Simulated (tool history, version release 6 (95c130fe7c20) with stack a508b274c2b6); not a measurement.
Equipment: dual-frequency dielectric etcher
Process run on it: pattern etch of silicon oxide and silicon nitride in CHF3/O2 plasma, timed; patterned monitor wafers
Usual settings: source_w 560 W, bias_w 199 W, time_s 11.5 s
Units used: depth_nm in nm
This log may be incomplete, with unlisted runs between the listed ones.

run     day  source_w  bias_w  time_s  wafers since the last listed run  hours since the last wet clean  hours since the last source power generator calibration  hours since the last bias power generator calibration  hours since the last upper electrode change  hours since the gauge calibration  read-back reference wafer on the same gauge, depth_nm  depth_nm
  1       0       560     159    11.5                                 0                           309.2                                                   4525.8                                                 1357.7                                       2367.6                                136                                                  18.62     14.68
  2   2.442       560     159    11.5                               953                           367.8                                                   4584.4                                                 1416.3                                       2426.2                              194.6                                                   18.6     15.01
  3    4.15       560     199    11.5                               667                           408.8                                                   4625.4                                                 1457.3                                       2467.2                              235.6                                                  18.59     16.62
  4   5.604       560     199    11.5                               567                           443.7                                                   4660.3                                                 1492.2                                       2502.1                              270.5                                                  18.61     16.64
  5   7.883       560     199      10                               890                           498.4                                                     4715                                                 1546.9                                       2556.8                              325.2                                                   18.6     14.43
      9.038  -- wet clean of the chamber
  6  10.488       560     199      10                               626                            34.8                                                   4777.5                                                 1609.4                                       2619.3                              387.7                                                  18.58     13.93
  7  12.229       470     199    11.5                               680                            76.6                                                   4819.3                                                 1651.2                                       2661.1                              429.5                                                  18.59     15.28
  8  14.654       470     199    11.5                               947                           134.8                                                   4877.5                                                 1709.4                                       2719.3                              487.7                                                  18.61     15.43
  9  16.667       470     199    11.5                               785                           183.1                                                   4925.8                                                 1757.7                                       2767.6                                536                                                   18.6      15.5
 10    18.4       560     199    11.5                               676                           224.7                                                   4967.4                                                 1799.3                                       2809.2                              577.6                                                  18.58     16.63
     20.042  -- source power generator calibrated
 11  20.108       560     199    11.5                               602                           265.7                                                      1.6                                                 1840.3                                       2850.2                              618.6                                                   18.6     16.62
 12  22.567       560     199    11.5                               960                           324.7                                                     60.6                                                 1899.3                                       2909.2                              677.6                                                  18.59     16.67
 13  25.279       560     199      14                              1059                           389.8                                                    125.7                                                 1964.4                                       2974.3                              742.7                                                   18.6     20.31
 14  28.192       560     199      14                              1137                           459.7                                                    195.6                                                 2034.3                                       3044.2                              812.6                                                  18.59     20.54
     29.292  -- bias power generator calibrated
 15  30.675       560     199    11.5                               904                           519.3                                                    255.2                                                   33.2                                       3103.8                              872.2                                                  18.59     16.77
     33.346  -- wet clean of the chamber
 16  33.367       560     199    11.5                               660                             0.5                                                    319.8                                                   97.8                                       3168.4                              936.8                                                  18.57     16.08
     33.642  -- gauge calibrated
 17  34.379       560     199    11.5                               395                            24.8                                                    344.1                                                  122.1                                       3192.7                               17.7                                                  18.61     15.91
 18  35.988       560     154     9.5                               628                            63.4                                                    382.7                                                  160.7                                       3231.3                               56.3                                                   18.6     11.82
 19  38.808       560     154     9.5                              1101                           131.1                                                    450.4                                                  228.4                                         3299                                124                                                   18.6     11.81
 20  40.883       480     199    12.5                               810                           180.9                                                    500.2                                                  278.2                                       3348.8                              173.8                                                  18.61     16.85
 21   43.65       440     199    10.5                              1080                           247.3                                                    566.6                                                  344.6                                       3415.2                              240.2                                                   18.6      13.6
 22    46.3       460     172       8                              1034                           310.9                                                    630.2                                                  408.2                                       3478.8                              303.8                                                   18.6     10.11
 23  48.338       560     228     9.5                               795                           359.8                                                    679.1                                                  457.1                                       3527.7                              352.7                                                  18.62     14.35
     51.475  -- upper electrode replaced
 24  51.496       640     199     9.5                               842                           435.6                                                    754.9                                                  532.9                                          0.5                              428.5                                                   18.6     14.34
 25   53.15       560     199    11.5                               646                           475.3                                                    794.6                                                  572.6                                         40.2                              468.2                                                  18.59     16.68
     54.375  -- wet clean of the chamber
 26  56.033       560     199    14.5                               735                            39.8                                                    863.8                                                  641.8                                        109.4                              537.4                                                  18.59     20.72
 27  58.938       600     237     9.5                              1134                           109.5                                                    933.5                                                  711.5                                        179.1                              607.1                                                  18.61     14.93
 28  60.042       560     199    11.5                               431                             136                                                      960                                                    738                                        205.6                              633.6                                                   18.6      16.6
 29  64.971       520     164     8.5                              1925                           254.3                                                   1078.3                                                  856.3                                        323.9                              751.9                                                   18.6     11.09
 30  66.933       560     199    11.5                               766                           301.4                                                   1125.4                                                  903.4                                          371                                799                                                  18.62     16.76
 31  68.525       560     156    11.5                               621                           339.6                                                   1163.6                                                  941.6                                        409.2                              837.2                                                  18.61     15.18

Below are 3 alternative next runs, each starting from the tool's condition after run 31. Predict each:
  A  68.542       560     199    11.5                                 6                             340                                                     1164                                                    942                                        409.6                              837.6                                                      ?         ?
  B  68.542       660     199    13.5                                 6                             340                                                     1164                                                    942                                        409.6                              837.6                                                      ?         ?
  C  68.542       510     219     8.5                                 6                             340                                                     1164                                                    942                                        409.6                              837.6                                                      ?         ?

run  read-back reference wafer on the same gauge, depth_nm  depth_nm
  A                                                   18.6     16.82
  B                                                   18.6     20.87
  C                                                   18.6     12.58
Without the tool's unlogged condition, the same runs would have read:
run  depth_nm
  A     16.14
  B     20.02
  C     12.07

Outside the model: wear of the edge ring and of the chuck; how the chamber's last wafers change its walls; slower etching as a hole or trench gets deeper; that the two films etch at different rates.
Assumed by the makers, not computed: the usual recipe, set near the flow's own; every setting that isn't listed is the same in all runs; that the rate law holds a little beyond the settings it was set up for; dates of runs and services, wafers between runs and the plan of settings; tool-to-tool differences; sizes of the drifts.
